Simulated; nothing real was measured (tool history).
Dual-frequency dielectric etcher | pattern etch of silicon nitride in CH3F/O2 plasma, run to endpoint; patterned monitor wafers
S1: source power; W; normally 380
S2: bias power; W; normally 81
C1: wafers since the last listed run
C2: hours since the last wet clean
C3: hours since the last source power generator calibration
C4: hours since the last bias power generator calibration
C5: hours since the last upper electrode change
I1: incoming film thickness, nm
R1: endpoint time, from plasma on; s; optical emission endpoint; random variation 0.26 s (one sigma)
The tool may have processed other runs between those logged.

| run | day | S1 | S2 | C1 | C2 | C3 | C4 | C5 | I1 | R1 |
|---|---|---|---|---|---|---|---|---|---|---|
| 1 | 0.000 | 380 | 81 | 0 | 337.6 | 5244.3 | 2201.3 | 3423.5 | 78.2 | 90.0 |
| 2 | 0.833 | 380 | 81 | 199 | 357.6 | 5264.3 | 2221.3 | 3443.5 | 78.1 | 90.1 |
| 3 | 1.900 | 380 | 81 | 255 | 383.2 | 5289.9 | 2246.9 | 3469.1 | 78.0 | 90.0 |
| 4 | 3.075 | 380 | 81 | 281 | 411.4 | 5318.1 | 2275.1 | 3497.3 | 78.2 | 90.5 |
| 5 | 4.371 | 380 | 81 | 310 | 442.5 | 5349.2 | 2306.2 | 3528.4 | 78.3 | 90.7 |
| 6 | 4.912 | 380 | 81 | 129 | 455.5 | 5362.2 | 2319.2 | 3541.4 | 78.8 | 91.7 |
|  | 6.246 | bias power generator calibrated |
| 7 | 6.338 | 380 | 81 | 301 | 489.7 | 5396.4 | 2.2 | 3575.6 | 78.7 | 91.2 |
| 8 | 7.208 | 380 | 81 | 208 | 510.6 | 5417.3 | 23.1 | 3596.5 | 78.0 | 90.8 |
|  | 7.875 | source power generator calibrated |
|  | 8.621 | upper electrode replaced |
| 9 | 8.642 | 380 | 81 | 124 | 545.0 | 18.4 | 57.5 | 0.5 | 77.4 | 90.3 |
|  | 10.888 | wet clean of the chamber |
| 10 | 11.254 | 290 | 90 | 386 | 8.8 | 81.1 | 120.2 | 63.2 | 78.8 | 96.0 |
| 11 | 11.779 | 380 | 81 | 125 | 21.4 | 93.7 | 132.8 | 75.8 | 77.8 | 88.4 |
| 12 | 12.571 | 420 | 97 | 189 | 40.4 | 112.7 | 151.8 | 94.8 | 79.1 | 82.4 |
| 13 | 13.833 | 460 | 75 | 302 | 70.7 | 143.0 | 182.1 | 125.1 | 78.1 | 84.2 |
| 14 | 15.279 | 310 | 81 | 346 | 105.4 | 177.7 | 216.8 | 159.8 | 77.8 | 94.9 |
| 15 | 15.962 | 290 | 96 | 163 | 121.8 | 194.1 | 233.2 | 176.2 | 78.1 | 93.4 |
| 16 | 16.979 | 350 | 64 | 243 | 146.2 | 218.5 | 257.6 | 200.6 | 77.7 | 96.4 |
| 17 | 17.833 | 380 | 81 | 204 | 166.7 | 239.0 | 278.1 | 221.1 | 77.5 | 87.8 |

Predict the results of run 18:
| 18 | 18.500 | 310 | 66 | 159 | 182.7 | 255.0 | 294.1 | 237.1 | 77.9 | ? |

Run 18 produced R1 100.0 s.
Minus the tool's unlogged condition, the same run would have read R1 98.6 s.
